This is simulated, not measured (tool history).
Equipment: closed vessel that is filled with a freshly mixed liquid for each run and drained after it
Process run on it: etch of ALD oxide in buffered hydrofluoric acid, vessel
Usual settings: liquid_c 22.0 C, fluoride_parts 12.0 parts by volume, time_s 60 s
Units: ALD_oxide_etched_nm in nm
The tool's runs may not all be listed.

run	hour	liquid_c	fluoride_parts	time_s	wafers since the last listed run	hours since the thermometer was replaced	hours since the hydrofluoric acid flow meter was replaced	hours since the gauge calibration	read-back film thickness of the ALD oxide reference wafer, read on the same gauge (nm)	ALD_oxide_etched_nm
1	0.0	22.0	12.0	60	0	221.7	950.2	1320.7	58.58	150.19
2	105.0	22.0	12.0	60	8230	326.7	1055.2	1425.7	58.59	149.64
3	148.9	22.0	12.0	60	3441	370.6	1099.1	1469.6	58.54	150.95
# hour 180.0: hydrofluoric acid flow meter replaced
4	239.9	19.0	12.0	60	7054	461.6	59.9	1560.6	58.53	127.89
5	279.4	19.0	12.0	60	3096	501.1	99.4	1600.1	58.56	126.65
6	370.6	19.0	12.0	60	7148	592.3	190.6	1691.3	58.50	127.03
7	428.4	22.0	12.0	60	4530	650.1	248.4	1749.1	58.54	151.08
8	522.9	22.0	12.0	60	7407	744.6	342.9	1843.6	58.52	149.03
9	570.3	22.0	12.0	60	3715	792.0	390.3	1891.0	58.54	150.10
10	666.2	22.0	12.0	60	7517	887.9	486.2	1986.9	58.45	149.95
11	733.6	22.0	12.0	60	5283	955.3	553.6	2054.3	58.49	149.26
# hour 756.6: gauge calibrated
12	791.3	22.0	12.0	60	4522	1013.0	611.3	34.7	60.07	154.66
13	858.6	22.0	12.0	60	5275	1080.3	678.6	102.0	59.96	153.11
14	962.6	22.0	12.0	60	8152	1184.3	782.6	206.0	59.77	153.48
15	1059.6	22.0	9.0	80	7603	1281.3	879.6	303.0	59.61	258.50
16	1167.5	22.0	8.0	85	8458	1389.2	987.5	410.9	59.49	315.80
# hour 1204.1: hydrofluoric acid flow meter replaced
17	1233.3	20.5	10.0	30	5079	1455.0	29.2	476.7	59.39	83.90
18	1335.7	22.0	9.0	60	8026	1557.4	131.6	579.1	59.25	195.86
19	1416.4	22.0	12.0	60	6325	1638.1	212.3	659.8	59.23	150.59
20	1467.0	22.0	12.0	60	3966	1688.7	262.9	710.4	59.12	152.24
21	1542.2	26.0	9.5	60	5894	1763.9	338.1	785.6	59.14	233.61
22	1621.2	23.5	16.0	60	6192	1842.9	417.1	864.6	59.00	122.97
23	1684.5	18.5	15.0	80	4961	1906.2	480.4	927.9	59.02	133.34
24	1760.3	18.0	15.5	80	5941	1982.0	556.2	1003.7	59.02	126.53
25	1858.7	22.0	12.0	60	7713	2080.4	654.6	1102.1	58.99	151.21
26	1961.8	22.0	12.0	85	8081	2183.5	757.7	1205.2	58.88	215.03
# hour 2040.9: thermometer replaced
27	2061.8	19.0	12.0	50	7760	20.9	857.7	1305.2	58.88	105.65
28	2144.4	18.5	10.0	35	6474	103.5	940.3	1387.8	58.85	86.59
29	2207.1	20.0	15.5	75	4914	166.2	1003.0	1450.5	58.84	131.32
30	2283.9	22.0	12.0	60	6020	243.0	1079.8	1527.3	58.77	149.98
# hour 2441.4: hydrofluoric acid flow meter replaced
31	2442.1	22.0	10.0	35	12322	401.2	0.7	1685.5	58.76	105.65
32	2531.9	25.0	10.0	40	7039	491.0	90.5	1775.3	58.81	141.97
33	2618.1	22.0	16.0	50	6757	577.2	176.7	1861.5	58.81	94.79
# hour 2659.6: gauge calibrated
34	2685.4	22.0	9.0	80	5275	644.5	244.0	25.8	60.23	262.57
35	2834.6	20.0	16.0	90	11695	793.7	393.2	175.0	59.93	156.39

What if the next run were any one of these 3? Each begins from the tool's condition after run 35:
A	2835.3	22.0	12.0	60	54	794.4	393.9	175.7	?	?
B	2835.3	18.0	12.0	60	54	794.4	393.9	175.7	?	?
C	2835.3	19.0	7.0	60	54	794.4	393.9	175.7	?	?

run	read-back film thickness of the ALD oxide reference wafer, read on the same gauge (nm)	ALD_oxide_etched_nm
A	59.92	152.99
B	59.92	122.28
C	59.92	216.89
Without the tool's hidden state the same runs would have given:
run	ALD_oxide_etched_nm
A	153.18
B	122.43
C	217.16

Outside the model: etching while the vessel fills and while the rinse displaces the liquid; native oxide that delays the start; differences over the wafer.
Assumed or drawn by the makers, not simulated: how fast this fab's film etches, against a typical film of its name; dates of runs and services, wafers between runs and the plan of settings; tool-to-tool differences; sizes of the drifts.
